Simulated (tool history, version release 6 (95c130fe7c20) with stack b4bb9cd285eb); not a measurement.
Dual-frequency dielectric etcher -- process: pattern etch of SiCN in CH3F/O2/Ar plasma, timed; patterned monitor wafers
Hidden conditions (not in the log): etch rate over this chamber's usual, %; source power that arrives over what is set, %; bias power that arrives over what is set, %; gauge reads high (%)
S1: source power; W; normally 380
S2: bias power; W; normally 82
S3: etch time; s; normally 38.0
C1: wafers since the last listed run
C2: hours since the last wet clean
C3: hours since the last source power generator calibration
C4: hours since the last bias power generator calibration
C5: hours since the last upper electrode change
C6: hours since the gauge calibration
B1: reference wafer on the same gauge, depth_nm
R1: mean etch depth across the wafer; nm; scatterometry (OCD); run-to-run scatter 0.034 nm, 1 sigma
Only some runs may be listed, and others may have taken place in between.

run	hour	S1	S2	S3	C1	C2	C3	C4	C5	C6	B1	R1
1	0.0	380	82	38.0	0	402.9	2324.8	790.0	5242.6	684.5	13.52	15.09
2	103.9	380	82	38.0	1129	506.8	2428.7	893.9	5346.5	788.4	13.50	15.13
3	184.9	380	82	38.0	880	587.8	2509.7	974.9	5427.5	869.4	13.51	15.08
4	251.1	380	82	38.0	719	654.0	2575.9	1041.1	5493.7	935.6	13.50	15.20
# hour 294.2: wet clean of the chamber
5	309.2	380	82	38.0	370	15.0	2634.0	1099.2	5551.8	993.7	13.49	14.94
6	388.8	380	82	38.0	865	94.6	2713.6	1178.8	5631.4	1073.3	13.51	15.00
7	480.4	380	82	38.0	995	186.2	2805.2	1270.4	5723.0	1164.9	13.51	15.09
8	557.9	380	82	38.0	842	263.7	2882.7	1347.9	5800.5	1242.4	13.49	14.98
9	647.2	380	82	38.0	970	353.0	2972.0	1437.2	5889.8	1331.7	13.50	15.04
# hour 675.4: upper electrode replaced
# hour 838.3: source power generator calibrated
# hour 873.9: gauge calibrated
10	914.3	440	82	38.0	2599	620.1	76.0	1704.3	238.9	40.4	13.49	15.57
# hour 962.5: wet clean of the chamber
11	996.8	440	82	38.0	636	34.3	158.5	1786.8	321.4	122.9	13.50	15.34
12	1064.5	380	82	38.0	736	102.0	226.2	1854.5	389.1	190.6	13.49	14.75
13	1162.5	380	82	38.0	1065	200.0	324.2	1952.5	487.1	288.6	13.51	14.81
14	1220.9	290	75	38.0	634	258.4	382.6	2010.9	545.5	347.0	13.51	13.09
# hour 1301.9: bias power generator calibrated
15	1315.6	280	88	46.0	986	353.1	477.3	13.7	640.2	441.7	13.52	17.39
16	1423.5	380	90	41.0	1173	461.0	585.2	121.6	748.1	549.6	13.49	16.99
17	1502.7	380	82	38.0	861	540.2	664.4	200.8	827.3	628.8	13.52	15.03
18	1539.0	380	93	48.5	394	576.5	700.7	237.1	863.6	665.1	13.50	20.56
# hour 1600.4: wet clean of the chamber
19	1600.9	340	82	32.5	412	0.5	762.6	299.0	925.5	727.0	13.51	12.27
20	1664.6	380	82	49.5	692	64.2	826.3	362.7	989.2	790.7	13.50	19.32
21	1738.0	380	76	44.5	798	137.6	899.7	436.1	1062.6	864.1	13.50	16.67
22	1793.3	320	82	48.5	601	192.9	955.0	491.4	1117.9	919.4	13.49	18.14
23	1867.7	470	73	41.5	808	267.3	1029.4	565.8	1192.3	993.8	13.50	16.12
24	1971.3	310	69	30.5	1126	370.9	1133.0	669.4	1295.9	1097.4	13.50	10.21
25	2027.2	300	89	29.0	607	426.8	1188.9	725.3	1351.8	1153.3	13.51	11.25
26	2092.4	380	93	48.5	708	492.0	1254.1	790.5	1417.0	1218.5	13.50	20.63
# hour 2167.3: wet clean of the chamber
27	2167.8	380	64	48.0	558	0.5	1329.5	865.9	1492.4	1293.9	13.50	16.06

Below are 4 alternative next runs, each starting from the tool's condition after run 27. Predict each:
A	2168.2	330	82	38.0	4	0.9	1329.9	866.3	1492.8	1294.3	?	?
B	2168.2	440	82	27.0	4	0.9	1329.9	866.3	1492.8	1294.3	?	?
C	2168.2	470	69	46.0	4	0.9	1329.9	866.3	1492.8	1294.3	?	?
D	2168.2	280	82	31.5	4	0.9	1329.9	866.3	1492.8	1294.3	?	?

run	B1	R1
A	13.52	14.18
B	13.52	10.92
C	13.52	17.13
D	13.52	11.26
With the hidden condition removed and each run's random variation left untouched, the same runs would have given:
run	R1
A	14.10
B	10.85
C	17.02
D	11.20
